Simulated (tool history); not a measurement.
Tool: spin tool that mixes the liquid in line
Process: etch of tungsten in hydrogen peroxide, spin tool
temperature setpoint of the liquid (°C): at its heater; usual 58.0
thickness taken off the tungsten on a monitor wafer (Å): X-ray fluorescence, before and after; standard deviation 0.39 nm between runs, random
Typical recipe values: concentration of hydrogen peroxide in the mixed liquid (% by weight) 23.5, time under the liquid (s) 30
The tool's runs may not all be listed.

run,hour,temperature setpoint of the liquid (°C),concentration of hydrogen peroxide in the mixed liquid (% by weight),time under the liquid (s),"read-back film thickness of the tungsten reference wafer, read on the same gauge (nm)",thickness taken off the tungsten on a monitor wafer (Å)
1,0.0,58.0,23.5,30,89.98,667.9
2,61.8,58.0,23.5,30,89.99,666.1
3,133.1,58.0,23.5,30,90.00,658.6
4,161.1,58.0,23.5,30,89.98,652.4
5,230.3,58.0,23.5,30,90.00,643.4
# hour 276.4: gauge calibrated
6,292.0,58.0,21.5,30,90.02,612.3
7,402.2,58.0,21.5,30,89.98,602.6
# hour 431.9: peroxide flow meter replaced
# hour 432.0: thermometer replaced
8,437.7,58.0,21.5,30,90.00,644.0
9,465.9,66.0,23.5,30,89.99,1057.9
10,492.5,58.0,23.5,30,90.00,675.6
11,561.6,50.5,23.5,15,90.03,213.4
12,588.6,65.5,30.0,40,90.01,1529.4
# hour 650.5: heated supply line repaired
# hour 667.9: new drum of peroxide connected
13,796.7,52.5,20.5,45,89.98,649.0
14,838.8,52.5,20.5,45,90.01,653.5
# hour 883.3: peroxide flow meter replaced
15,907.7,62.0,29.5,20,90.00,623.2
16,939.1,65.0,29.0,30,90.02,1098.2
17,993.7,62.0,21.0,30,90.00,779.4
18,1037.4,61.0,30.0,15,90.00,436.2
19,1083.7,48.5,27.0,30,90.01,400.2
20,1229.1,58.0,23.5,30,90.02,642.9
21,1300.2,62.5,23.5,30,90.01,819.3
22,1329.1,58.0,23.5,30,90.01,635.8
# hour 1341.9: peroxide flow meter replaced
23,1365.8,58.0,21.0,40,90.02,832.7
24,1399.4,58.0,23.5,30,90.00,669.8
25,1463.8,50.0,17.0,30,90.00,350.7

Forecast each of these 5 alternatives for the next run:
A,1464.2,58.0,23.5,45,?,?
B,1464.2,61.5,23.5,30,?,?
C,1464.2,58.0,19.0,30,?,?
D,1464.2,58.0,28.5,15,?,?
E,1464.2,58.0,17.0,20,?,?

run,"read-back film thickness of the tungsten reference wafer, read on the same gauge (nm)",thickness taken off the tungsten on a monitor wafer (Å)
A,90.01,999.7
B,90.01,815.3
C,90.01,599.3
D,90.01,367.0
E,90.01,377.9
Stripped of hidden state, with their random variation kept, the same runs would have yielded:
run,thickness taken off the tungsten on a monitor wafer (Å)
A,1020.9
B,832.6
C,612.0
D,374.8
E,385.9
